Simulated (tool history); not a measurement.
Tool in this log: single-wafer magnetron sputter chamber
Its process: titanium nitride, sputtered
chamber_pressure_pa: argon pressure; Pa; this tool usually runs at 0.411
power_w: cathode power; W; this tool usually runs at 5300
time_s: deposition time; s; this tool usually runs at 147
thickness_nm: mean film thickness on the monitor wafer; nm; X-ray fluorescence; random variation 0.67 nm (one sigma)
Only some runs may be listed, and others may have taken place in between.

run,hour,chamber_pressure_pa,power_w,time_s,"read-back reference wafer on the same gauge, thickness_nm",thickness_nm
1,0.0,0.411,5300,147,139.908,141.098
2,97.1,0.411,5300,147,140.026,142.030
3,188.5,0.411,5300,147,140.024,142.039
# hour 205.0: sputter target and shields replaced
4,275.1,0.411,5300,147,139.885,141.847
5,321.8,0.411,5300,147,139.933,142.434
6,398.2,0.411,5300,147,140.143,142.247
# hour 507.1: magnet pack replaced
7,507.6,0.411,4650,147,139.974,125.312
# hour 568.9: sputter target and shields replaced
# hour 628.7: gauge calibrated
8,817.5,0.411,5300,147,139.972,141.578
9,877.9,0.411,5300,147,140.021,143.168
# hour 922.0: sputter target and shields replaced
10,939.2,0.411,4450,135,140.021,110.107
# hour 1006.2: capacitance manometer re-zeroed and calibrated
11,1046.9,0.411,5300,147,139.895,143.040
12,1084.4,0.411,5300,147,140.001,142.537
13,1179.4,0.411,5300,147,139.927,141.746
14,1233.3,0.411,4250,162,139.940,125.744
15,1280.9,0.277,4000,147,140.063,114.218
16,1360.4,0.542,6550,165,140.065,185.786
# hour 1377.3: sputter target and shields replaced
17,1463.2,0.411,6500,147,139.928,174.666
18,1541.1,0.458,4700,155,139.978,130.661

Here are 5 independent what-if runs from the current tool condition. What would each one return?
A,1541.5,0.411,5300,147,?,?
B,1541.5,0.267,5750,124,?,?
C,1541.5,0.487,5300,134,?,?
D,1541.5,0.547,4700,132,?,?
E,1541.5,0.544,4900,164,?,?

run,"read-back reference wafer on the same gauge, thickness_nm",thickness_nm
A,140.023,141.761
B,140.023,138.513
C,140.023,124.913
D,140.023,106.266
E,140.023,137.828
Had the tool no hidden state, the same runs would have come out as:
run,thickness_nm
A,141.761
B,138.513
C,124.913
D,106.266
E,137.828

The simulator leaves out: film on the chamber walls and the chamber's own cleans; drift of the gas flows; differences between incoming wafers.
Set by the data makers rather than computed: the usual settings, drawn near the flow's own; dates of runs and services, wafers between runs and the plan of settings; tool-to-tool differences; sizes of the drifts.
